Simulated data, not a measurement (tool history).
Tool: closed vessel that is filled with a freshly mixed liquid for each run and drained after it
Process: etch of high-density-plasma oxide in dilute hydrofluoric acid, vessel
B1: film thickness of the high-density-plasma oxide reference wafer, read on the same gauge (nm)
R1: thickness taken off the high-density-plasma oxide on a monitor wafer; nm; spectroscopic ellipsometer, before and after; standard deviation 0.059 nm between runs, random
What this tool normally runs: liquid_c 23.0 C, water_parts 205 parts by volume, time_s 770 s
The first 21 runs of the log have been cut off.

Run 22, hour 1277.5: usual settings but liquid_c 20.5 C, water_parts 235 parts by volume, time_s 510 s; B1 69.98. Result: R1 9.30 nm.
Run 23, hour 1326.1: usual settings; B1 70.00. Result: R1 18.07 nm.
Run 24, hour 1355.4: usual settings; B1 70.02. Result: R1 18.07 nm.
Run 25, hour 1411.3: usual settings but liquid_c 21.0 C, water_parts 170 parts by volume, time_s 395 s; B1 69.99. Result: R1 10.70 nm.
Run 26, hour 1448.9: usual settings but liquid_c 19.5 C, water_parts 260 parts by volume, time_s 980 s; B1 69.99. Result: R1 15.01 nm.
Run 27, hour 1509.4: usual settings but time_s 995 s; B1 70.02. Result: R1 23.36 nm.
Run 28, hour 1535.5: usual settings but water_parts 305 parts by volume; B1 70.00. Result: R1 11.01 nm.
Run 29, hour 1564.7: usual settings but water_parts 250 parts by volume, time_s 315 s; B1 69.98. Result: R1 5.77 nm.
Run 30, hour 1588.7: usual settings but liquid_c 25.5 C, water_parts 290 parts by volume, time_s 985 s; B1 70.03. Result: R1 16.31 nm.
Run 31, hour 1636.6: usual settings but water_parts 250 parts by volume; B1 69.98. Result: R1 14.12 nm.

5 options for the next run, each taken on its own from the tool as it stands now. Forecast them:
Run A, hour 1637.5: usual settings; B1 ?. Result: R1 ?.
Run B, hour 1637.5: usual settings but water_parts 280 parts by volume, time_s 1075 s; B1 ?. Result: R1 ?.
Run C, hour 1637.5: usual settings but water_parts 125 parts by volume; B1 ?. Result: R1 ?.
Run D, hour 1637.5: usual settings but water_parts 235 parts by volume; B1 ?. Result: R1 ?.
Run E, hour 1637.5: usual settings but water_parts 300 parts by volume, time_s 1190 s; B1 ?. Result: R1 ?.

run     B1     R1
  A  70.00  17.97
  B  70.00  17.03
  C  70.00  32.18
  D  70.00  15.20
  E  70.00  17.26
With the hidden condition removed and each run's random variation left untouched, the same runs would have given:
run     R1
  A  17.97
  B  17.03
  C  32.18
  D  15.20
  E  17.26
